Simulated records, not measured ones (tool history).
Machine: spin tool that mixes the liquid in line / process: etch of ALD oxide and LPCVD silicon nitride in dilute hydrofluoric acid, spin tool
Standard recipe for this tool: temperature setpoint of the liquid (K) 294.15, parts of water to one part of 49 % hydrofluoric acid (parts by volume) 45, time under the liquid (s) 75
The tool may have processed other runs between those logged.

run	hour	temperature setpoint of the liquid (K)	parts of water to one part of 49 % hydrofluoric acid (parts by volume)	time under the liquid (s)	wafers since the last listed run	hours since the thermometer was replaced	hours since the hydrofluoric acid flow meter was replaced	hours since the gauge calibration	read-back film thickness of the ALD oxide reference wafer, read on the same gauge (nm)	read-back film thickness of the LPCVD silicon nitride reference wafer, read on the same gauge (nm)	thickness taken off the ALD oxide on a monitor wafer (Å)	thickness taken off the LPCVD silicon nitride on a monitor wafer (Å)
1	0.0	294.15	45	75	0	227.4	118.6	567.2	70.01	100.027	165.2	6.89
2	22.0	296.15	45	65	144	249.4	140.6	589.2	70.00	100.002	154.0	6.47
3	56.4	290.15	65	75	226	283.8	175.0	623.6	70.00	99.977	94.8	3.58
4	81.8	295.65	65	50	167	309.2	200.4	649.0	70.00	99.991	79.2	3.56
5	97.4	298.15	55	60	102	324.8	216.0	664.6	69.99	99.987	127.5	6.11
6	122.5	296.65	55	75	165	349.9	241.1	689.7	70.01	100.007	147.3	7.00
7	211.2	295.65	25	100	583	438.6	329.8	778.4	70.01	100.000	437.4	18.62
8	239.2	296.65	45	55	184	466.6	357.8	806.4	70.00	99.999	136.6	6.16
9	255.9	295.65	45	110	109	483.3	374.5	823.1	70.01	100.000	259.6	11.85
10	274.5	294.15	40	75	122	501.9	393.1	841.7	70.01	99.978	186.5	7.21
11	288.8	290.15	45	75	94	516.2	407.4	856.0	69.99	99.995	138.3	5.36
12	301.2	291.15	40	100	81	528.6	419.8	868.4	70.00	99.994	219.7	8.50
13	334.3	290.15	50	75	217	561.7	452.9	901.5	70.00	99.987	125.5	4.74
14	356.5	294.15	45	75	146	583.9	475.1	923.7	70.01	100.012	165.7	6.81
15	384.2	290.65	45	100	182	611.6	502.8	951.4	69.99	99.993	189.8	6.26
16	409.8	290.65	45	100	168	637.2	528.4	977.0	70.01	99.998	189.7	6.36
17	427.7	296.15	65	35	117	655.1	546.3	994.9	70.01	100.006	56.7	2.47
# hour 430.7: gauge calibrated
18	445.7	294.15	45	75	118	673.1	564.3	15.0	69.98	100.015	166.0	6.87
19	475.0	291.15	60	50	192	702.4	593.6	44.3	69.98	100.011	71.7	2.81
20	498.8	290.15	25	65	156	726.2	617.4	68.1	70.00	100.000	221.1	7.69
21	531.3	290.15	60	100	213	758.7	649.9	100.6	69.99	99.996	136.1	5.09
22	567.2	294.15	30	75	236	794.6	685.8	136.5	69.99	99.989	251.0	10.94
23	602.5	292.65	30	75	232	829.9	721.1	171.8	70.00	100.005	237.0	9.14
24	687.2	291.65	60	110	557	914.6	805.8	256.5	70.00	99.987	161.6	6.44
25	711.1	297.65	60	110	157	938.5	829.7	280.4	70.00	100.011	207.2	9.51

Entry by entry between the runs, the difference in hidden state between the last listed run before and the first listed run after:
After run 17, before run 18: gauge calibrated (hour 430.7)
  no difference in the tool's unlogged condition between these two runs

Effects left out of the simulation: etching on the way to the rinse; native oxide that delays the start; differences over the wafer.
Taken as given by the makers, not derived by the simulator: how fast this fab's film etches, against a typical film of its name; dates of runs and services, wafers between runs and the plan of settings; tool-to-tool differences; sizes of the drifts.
